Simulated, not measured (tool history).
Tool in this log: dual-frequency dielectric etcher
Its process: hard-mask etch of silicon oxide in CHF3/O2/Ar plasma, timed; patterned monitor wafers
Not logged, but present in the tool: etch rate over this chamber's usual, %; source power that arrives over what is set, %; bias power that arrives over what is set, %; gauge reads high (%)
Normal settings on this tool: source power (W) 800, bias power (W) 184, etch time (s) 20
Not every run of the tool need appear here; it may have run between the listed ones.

| run | hour | source power (W) | bias power (W) | etch time (s) | wafers since the last listed run | hours since the last wet clean | hours since the last source power generator calibration | hours since the last bias power generator calibration | hours since the last upper electrode change | hours since the gauge calibration | read-back reference wafer on the same gauge, depth_nm | mean etch depth across the wafer (angstrom) |
|---|---|---|---|---|---|---|---|---|---|---|---|---|
| 1 | 0 | 800 | 184 | 20 | 0 | 291.5 | 3488 | 1152.3 | 4794.5 | 704.5 | 43.39 | 416.8 |
| 2 | 57.2 | 800 | 184 | 20 | 565 | 348.7 | 3545.2 | 1209.5 | 4851.7 | 761.7 | 43.34 | 424 |
| 3 | 159.6 | 660 | 184 | 20 | 1013 | 451.1 | 3647.6 | 1311.9 | 4954.1 | 864.1 | 43.29 | 402.8 |
| 4 | 202.1 | 660 | 184 | 20 | 420 | 493.6 | 3690.1 | 1354.4 | 4996.6 | 906.6 | 43.05 | 400.2 |
|  | 237.6 | wet clean of the chamber |
| 5 | 305 | 800 | 184 | 20 | 780 | 67.4 | 3793 | 1457.3 | 5099.5 | 1009.5 | 43.02 | 415.3 |
| 6 | 411.1 | 800 | 184 | 20 | 1049 | 173.5 | 3899.1 | 1563.4 | 5205.6 | 1115.6 | 42.94 | 420 |
| 7 | 503.6 | 800 | 184 | 20 | 915 | 266 | 3991.6 | 1655.9 | 5298.1 | 1208.1 | 42.88 | 412 |
| 8 | 587.8 | 800 | 184 | 15.5 | 833 | 350.2 | 4075.8 | 1740.1 | 5382.3 | 1292.3 | 42.81 | 320.1 |
|  | 625.3 | bias power generator calibrated |
| 9 | 689.3 | 800 | 184 | 15.5 | 964 | 451.7 | 4177.3 | 64 | 5483.8 | 1393.8 | 42.65 | 320.3 |
|  | 771.1 | wet clean of the chamber |
| 10 | 777.8 | 800 | 184 | 15.5 | 638 | 6.7 | 4265.8 | 152.5 | 5572.3 | 1482.3 | 42.4 | 321.3 |
| 11 | 820.2 | 800 | 184 | 20 | 419 | 49.1 | 4308.2 | 194.9 | 5614.7 | 1524.7 | 42.55 | 410.8 |
|  | 845.9 | upper electrode replaced |
| 12 | 901.1 | 890 | 184 | 20 | 562 | 130 | 4389.1 | 275.8 | 55.2 | 1605.6 | 42.44 | 422 |
|  | 945.8 | source power generator calibrated |
| 13 | 957 | 800 | 184 | 20 | 513 | 185.9 | 11.2 | 331.7 | 111.1 | 1661.5 | 42.36 | 410.9 |
| 14 | 1062.8 | 620 | 184 | 20 | 1046 | 291.7 | 117 | 437.5 | 216.9 | 1767.3 | 42.24 | 382.6 |
|  | 1120.1 | gauge calibrated |
| 15 | 1144.7 | 800 | 184 | 22 | 810 | 373.6 | 198.9 | 519.4 | 298.8 | 24.6 | 43.94 | 472 |
|  | 1227.9 | wet clean of the chamber |
| 16 | 1228.4 | 950 | 184 | 20 | 590 | 0.5 | 282.6 | 603.1 | 382.5 | 108.3 | 43.85 | 440.2 |
| 17 | 1306.3 | 800 | 184 | 20 | 770 | 78.4 | 360.5 | 681 | 460.4 | 186.2 | 43.75 | 420.9 |
| 18 | 1382.1 | 800 | 184 | 14.5 | 749 | 154.2 | 436.3 | 756.8 | 536.2 | 262 | 43.72 | 306.5 |
| 19 | 1464.1 | 800 | 184 | 20 | 811 | 236.2 | 518.3 | 838.8 | 618.2 | 344 | 43.61 | 415.6 |
| 20 | 1528.6 | 890 | 184 | 20 | 638 | 300.7 | 582.8 | 903.3 | 682.7 | 408.5 | 43.55 | 431.6 |
| 21 | 1616.8 | 800 | 184 | 20 | 872 | 388.9 | 671 | 991.5 | 770.9 | 496.7 | 43.38 | 418 |
|  | 1680.2 | wet clean of the chamber |
| 22 | 1686.5 | 620 | 203 | 20 | 452 | 6.3 | 740.7 | 1061.2 | 840.6 | 566.4 | 43.3 | 415.8 |
| 23 | 1729.1 | 980 | 184 | 20 | 421 | 48.9 | 783.3 | 1103.8 | 883.2 | 609 | 43.29 | 441 |
| 24 | 1778.3 | 1000 | 184 | 16.5 | 486 | 98.1 | 832.5 | 1153 | 932.4 | 658.2 | 43.29 | 365.3 |
| 25 | 1834.2 | 910 | 184 | 20 | 553 | 154 | 888.4 | 1208.9 | 988.3 | 714.1 | 43.11 | 426.9 |

Measured minus without-hidden-state, run by run (identical run-to-run variation in each term; gauge scatter may differ):
| run | mean etch depth across the wafer (angstrom) |
|---|---|
| 1 | -8.8 |
| 2 | -9.6 |
| 3 | -10.2 |
| 4 | -10.5 |
| 5 | -12 |
| 6 | -13.4 |
| 7 | -14.1 |
| 8 | -11.7 |
| 9 | -12.5 |
| 10 | -13.4 |
| 11 | -17.7 |
| 12 | -19.1 |
| 13 | -19.1 |
| 14 | -18.9 |
| 15 | -3.9 |
| 16 | -4.6 |
| 17 | -5.3 |
| 18 | -4.4 |
| 19 | -6.9 |
| 20 | -7.8 |
| 21 | -8.6 |
| 22 | -9.3 |
| 23 | -10.3 |
| 24 | -9.1 |
| 25 | -11.1 |

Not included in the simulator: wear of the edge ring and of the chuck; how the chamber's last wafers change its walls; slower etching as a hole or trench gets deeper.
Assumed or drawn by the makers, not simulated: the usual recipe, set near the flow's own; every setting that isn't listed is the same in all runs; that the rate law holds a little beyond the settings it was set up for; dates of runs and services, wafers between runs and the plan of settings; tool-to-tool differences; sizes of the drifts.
